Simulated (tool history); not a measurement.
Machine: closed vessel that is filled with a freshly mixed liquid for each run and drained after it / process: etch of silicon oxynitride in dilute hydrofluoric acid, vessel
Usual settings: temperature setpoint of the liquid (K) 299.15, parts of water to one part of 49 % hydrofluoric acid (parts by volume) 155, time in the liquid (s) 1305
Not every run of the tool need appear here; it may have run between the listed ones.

run,day,temperature setpoint of the liquid (K),parts of water to one part of 49 % hydrofluoric acid (parts by volume),time in the liquid (s),wafers since the last listed run,hours since the thermometer was replaced,hours since the hydrofluoric acid flow meter was replaced,hours since the gauge calibration,"read-back film thickness of the silicon oxynitride reference wafer, read on the same gauge (nm)",thickness taken off the silicon oxynitride on a monitor wafer (Å)
1,0.000,299.15,210,1305,0,1473.4,453.0,148.8,90.01,99.3
2,2.679,299.15,210,1305,2518,1537.7,517.3,213.1,90.00,100.6
3,5.350,299.15,105,970,2510,1601.8,581.4,277.2,90.03,162.9
4,8.721,299.15,105,970,3168,1682.7,662.3,358.1,89.97,160.0
5,10.462,299.15,155,1305,1637,1724.5,704.1,399.9,89.98,139.1
6,14.525,299.15,155,1305,3818,1822.0,801.6,497.4,90.00,138.6
7,16.308,299.15,155,1305,1676,1864.8,844.4,540.2,89.99,140.1
8,18.058,299.15,155,1305,1644,1906.8,886.4,582.2,90.00,139.5
# day 19.425: thermometer replaced
9,20.850,299.15,155,1305,2584,34.2,953.4,649.2,90.03,138.5
# day 20.912: gauge calibrated
10,22.533,296.65,190,1015,1582,74.6,993.8,38.9,90.00,76.0
# day 23.917: hydrofluoric acid flow meter replaced
11,25.050,299.15,105,970,2326,135.0,27.2,99.3,90.02,153.0
12,28.867,295.15,175,990,3587,226.6,118.8,190.9,89.99,73.8
# day 31.308: hydrofluoric acid flow meter replaced, repeated, since the last time left the tool worse
13,33.292,299.15,230,765,4120,332.8,47.6,297.1,89.99,54.0
14,36.200,302.65,205,1580,2733,402.6,117.4,366.9,89.99,145.2
15,39.233,296.65,180,545,2851,475.4,190.2,439.7,89.99,45.0
16,42.154,299.15,105,970,2745,545.5,260.3,509.8,90.02,164.4
17,43.788,301.15,155,1305,1535,584.7,299.5,549.0,90.01,155.1

5 options for the next run, each taken on its own from the tool as it stands now. Forecast them:
A,43.829,299.15,135,1305,39,585.7,300.5,550.0,?,?
B,43.829,299.15,155,810,39,585.7,300.5,550.0,?,?
C,43.829,295.15,195,1910,39,585.7,300.5,550.0,?,?
D,43.829,299.15,225,660,39,585.7,300.5,550.0,?,?
E,43.829,294.65,195,830,39,585.7,300.5,550.0,?,?

run,"read-back film thickness of the silicon oxynitride reference wafer, read on the same gauge (nm)",thickness taken off the silicon oxynitride on a monitor wafer (Å)
A,90.00,165.5
B,90.00,88.0
C,90.00,133.4
D,90.00,46.6
E,90.00,56.7
What these runs would have given with no unlogged condition in the tool:
run,thickness taken off the silicon oxynitride on a monitor wafer (Å)
A,167.9
B,89.3
C,135.4
D,47.3
E,57.5
